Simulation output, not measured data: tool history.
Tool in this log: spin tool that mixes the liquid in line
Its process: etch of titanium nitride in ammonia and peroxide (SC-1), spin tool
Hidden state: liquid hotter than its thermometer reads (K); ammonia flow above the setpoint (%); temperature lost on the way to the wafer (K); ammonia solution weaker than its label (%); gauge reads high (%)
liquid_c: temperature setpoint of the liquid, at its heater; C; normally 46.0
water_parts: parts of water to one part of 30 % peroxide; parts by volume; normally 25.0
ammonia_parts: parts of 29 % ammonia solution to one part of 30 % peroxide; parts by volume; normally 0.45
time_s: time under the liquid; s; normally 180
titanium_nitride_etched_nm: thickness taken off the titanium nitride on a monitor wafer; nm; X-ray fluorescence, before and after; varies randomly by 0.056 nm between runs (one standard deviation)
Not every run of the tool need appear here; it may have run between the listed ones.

run    hour  liquid_c  water_parts  ammonia_parts  time_s  wafers since the last listed run  hours since the thermometer was replaced  hours since the ammonia flow meter was replaced  hours since the heated supply line was repaired  hours since the drum of ammonia solution was connected  hours since the gauge calibration  read-back film thickness of the titanium nitride reference wafer, read on the same gauge (nm)  titanium_nitride_etched_nm
  1     0.0      49.5         25.0           0.30     180                                 0                                    1687.8                                            685.5                                            419.2                                                   408.2                                0.6                                                                                          60.03                        9.27
  2    60.1      46.0         20.0           0.45     180                               315                                    1747.9                                            745.6                                            479.3                                                   468.3                               60.7                                                                                          59.96                        8.90
  3   104.6      46.0         20.0           0.45     180                               233                                    1792.4                                            790.1                                            523.8                                                   512.8                              105.2                                                                                          60.00                        8.78
  4   143.2      54.0         25.0           0.45     180                               202                                    1831.0                                            828.7                                            562.4                                                   551.4                              143.8                                                                                          59.99                       13.37
      183.0  -- new drum of ammonia solution connected
  5   192.8      46.0         25.0           0.30     250                               255                                    1880.6                                            878.3                                            612.0                                                     9.8                              193.4                                                                                          59.98                       10.03
  6   229.1      46.0         25.0           0.25     180                               190                                    1916.9                                            914.6                                            648.3                                                    46.1                              229.7                                                                                          59.96                        7.10
  7   270.2      46.0         25.0           0.45     180                               216                                    1958.0                                            955.7                                            689.4                                                    87.2                              270.8                                                                                          60.03                        7.85
  8   317.9      41.0         25.0           0.55     115                               250                                    2005.7                                           1003.4                                            737.1                                                   134.9                              318.5                                                                                          60.00                        3.66
  9   377.3      46.0         32.5           0.55     215                               312                                    2065.1                                           1062.8                                            796.5                                                   194.3                              377.9                                                                                          59.98                        8.44
 10   439.4      52.0         25.0           0.30      85                               326                                    2127.2                                           1124.9                                            858.6                                                   256.4                              440.0                                                                                          60.02                        5.26
 11   466.9      46.0         25.0           0.45     180                               144                                    2154.7                                           1152.4                                            886.1                                                   283.9                              467.5                                                                                          59.96                        7.86
 12   511.4      54.5         31.0           0.45     180                               233                                    2199.2                                           1196.9                                            930.6                                                   328.4                              512.0                                                                                          59.99                       12.67
      533.3  -- thermometer replaced
 13   557.1      46.0         36.0           0.45     145                               234                                      23.8                                           1242.6                                            976.3                                                   374.1                              557.7                                                                                          60.01                        4.80
      571.6  -- ammonia flow meter replaced
 14   593.3      40.5         25.0           0.45     180                               185                                      60.0                                             21.7                                           1012.5                                                   410.3                              593.9                                                                                          60.01                        4.96
 15   641.5      46.0         25.0           0.45     270                               253                                     108.2                                             69.9                                           1060.7                                                   458.5                              642.1                                                                                          59.99                       11.18
      697.8  -- new drum of ammonia solution connected
 16   699.7      46.0         37.0           0.25     180                               300                                     166.4                                            128.1                                           1118.9                                                     1.9                              700.3                                                                                          59.99                        5.30
 17   766.9      46.0         25.0           0.45     180                               353                                     233.6                                            195.3                                           1186.1                                                    69.1                              767.5                                                                                          60.01                        7.46
 18   832.1      46.0         25.0           0.45     180                               342                                     298.8                                            260.5                                           1251.3                                                   134.3                              832.7                                                                                          59.98                        7.53
 19   897.6      46.0         25.0           0.40     180                               344                                     364.3                                            326.0                                           1316.8                                                   199.8                              898.2                                                                                          59.98                        7.31
      932.0  -- heated supply line repaired
 20   969.3      46.0         25.0           0.60     180                               371                                     436.0                                            397.7                                             37.3                                                   271.5                              969.9                                                                                          59.98                        7.93
 21  1002.0      46.0         33.0           0.50     145                               171                                     468.7                                            430.4                                             70.0                                                   304.2                             1002.6                                                                                          60.00                        5.28
 22  1037.4      46.0         20.0           0.45     180                               186                                     504.1                                            465.8                                            105.4                                                   339.6                             1038.0                                                                                          60.01                        8.58
 23  1077.2      48.5         35.0           0.45     180                               209                                     543.9                                            505.6                                            145.2                                                   379.4                             1077.8                                                                                          60.05                        7.55

What differs in the tool's unlogged condition from the final listed run ahead of each entry between runs to the first listed run following it?
Runs 4 to 5: new drum of ammonia solution connected (hour 183.0)
  liquid hotter than its thermometer reads (K): 0.837 -> 0.86
  measured less the result without the state, titanium_nitride_etched_nm: +0.74 -> +0.60 nm
Runs 12 to 13: thermometer replaced (hour 533.3)
  liquid hotter than its thermometer reads (K): 1 -> 0.0842
  measured less the result without the state, titanium_nitride_etched_nm: +0.83 -> +0.03 nm
Runs 13 to 14: ammonia flow meter replaced (hour 571.6)
  liquid hotter than its thermometer reads (K): 0.0842 -> 0.101
  measured less the result without the state, titanium_nitride_etched_nm: +0.03 -> +0.03 nm
Runs 15 to 16: new drum of ammonia solution connected (hour 697.8)
  liquid hotter than its thermometer reads (K): 0.123 -> 0.149
  measured less the result without the state, titanium_nitride_etched_nm: +0.10 -> +0.06 nm
Runs 19 to 20: heated supply line repaired (hour 932.0)
  liquid hotter than its thermometer reads (K): 0.239 -> 0.271
  measured less the result without the state, titanium_nitride_etched_nm: +0.13 -> +0.15 nm
